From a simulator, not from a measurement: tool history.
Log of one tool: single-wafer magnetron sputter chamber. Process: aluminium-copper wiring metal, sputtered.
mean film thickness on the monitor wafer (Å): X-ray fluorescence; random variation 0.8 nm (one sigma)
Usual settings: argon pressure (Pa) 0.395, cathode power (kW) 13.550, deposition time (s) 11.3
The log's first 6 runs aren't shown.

| run | hour | argon pressure (Pa) | cathode power (kW) | deposition time (s) | read-back reference wafer on the same gauge, thickness_nm | mean film thickness on the monitor wafer (Å) |
|---|---|---|---|---|---|---|
| 7 | 71.9 | 0.395 | 13.550 | 11.3 | 265.117 | 2675.90 |
| 8 | 82.3 | 0.395 | 13.550 | 12.1 | 264.800 | 2856.35 |
| 9 | 99.7 | 0.395 | 13.550 | 11.3 | 265.079 | 2675.78 |
| 10 | 109.9 | 0.395 | 13.550 | 11.3 | 265.112 | 2685.32 |
|  | 118.2 | gauge calibrated |
| 11 | 118.8 | 0.395 | 13.550 | 11.3 | 264.871 | 2669.16 |
|  | 155.7 | capacitance manometer re-zeroed and calibrated |
| 12 | 156.2 | 0.281 | 14.900 | 11.3 | 264.988 | 3122.89 |
| 13 | 165.4 | 0.281 | 14.900 | 11.3 | 265.069 | 3112.95 |
|  | 183.1 | sputter target and shields replaced |
| 14 | 208.3 | 0.269 | 13.550 | 10.3 | 264.935 | 2646.32 |
| 15 | 252.7 | 0.395 | 13.550 | 11.3 | 264.973 | 2694.72 |
|  | 270.3 | magnet pack replaced |
| 16 | 270.8 | 0.255 | 14.850 | 10.2 | 264.965 | 2860.38 |
| 17 | 275.8 | 0.395 | 13.550 | 11.3 | 265.237 | 2673.62 |
| 18 | 289.7 | 0.242 | 13.550 | 10.5 | 264.766 | 2723.61 |
| 19 | 306.2 | 0.395 | 13.550 | 9.7 | 265.049 | 2296.40 |
| 20 | 321.8 | 0.311 | 14.500 | 10.6 | 265.064 | 2808.40 |
| 21 | 334.3 | 0.489 | 13.550 | 12.5 | 265.109 | 2822.62 |
|  | 342.9 | gauge calibrated |
| 22 | 349.4 | 0.340 | 12.600 | 12.0 | 264.791 | 2715.79 |
| 23 | 365.7 | 0.549 | 10.700 | 10.1 | 265.093 | 1736.93 |
| 24 | 377.9 | 0.261 | 10.350 | 13.2 | 264.967 | 2536.48 |
|  | 395.3 | sputter target and shields replaced |
| 25 | 395.8 | 0.395 | 13.550 | 11.3 | 265.050 | 2707.40 |
| 26 | 404.7 | 0.395 | 16.300 | 11.3 | 265.210 | 3258.92 |
| 27 | 415.8 | 0.395 | 14.600 | 11.3 | 264.750 | 2918.10 |
| 28 | 429.4 | 0.449 | 13.550 | 13.3 | 264.970 | 3079.71 |

Forecast run 29:
| 29 | 445.7 | 0.395 | 13.550 | 11.3 | ? | ? |

{"run 29": {"read-back reference wafer on the same gauge, thickness_nm": 264.838, "mean film thickness on the monitor wafer (Å)": 2689.45}}
Without the tool's hidden state the same run would have given mean film thickness on the monitor wafer (Å) 2719.51.

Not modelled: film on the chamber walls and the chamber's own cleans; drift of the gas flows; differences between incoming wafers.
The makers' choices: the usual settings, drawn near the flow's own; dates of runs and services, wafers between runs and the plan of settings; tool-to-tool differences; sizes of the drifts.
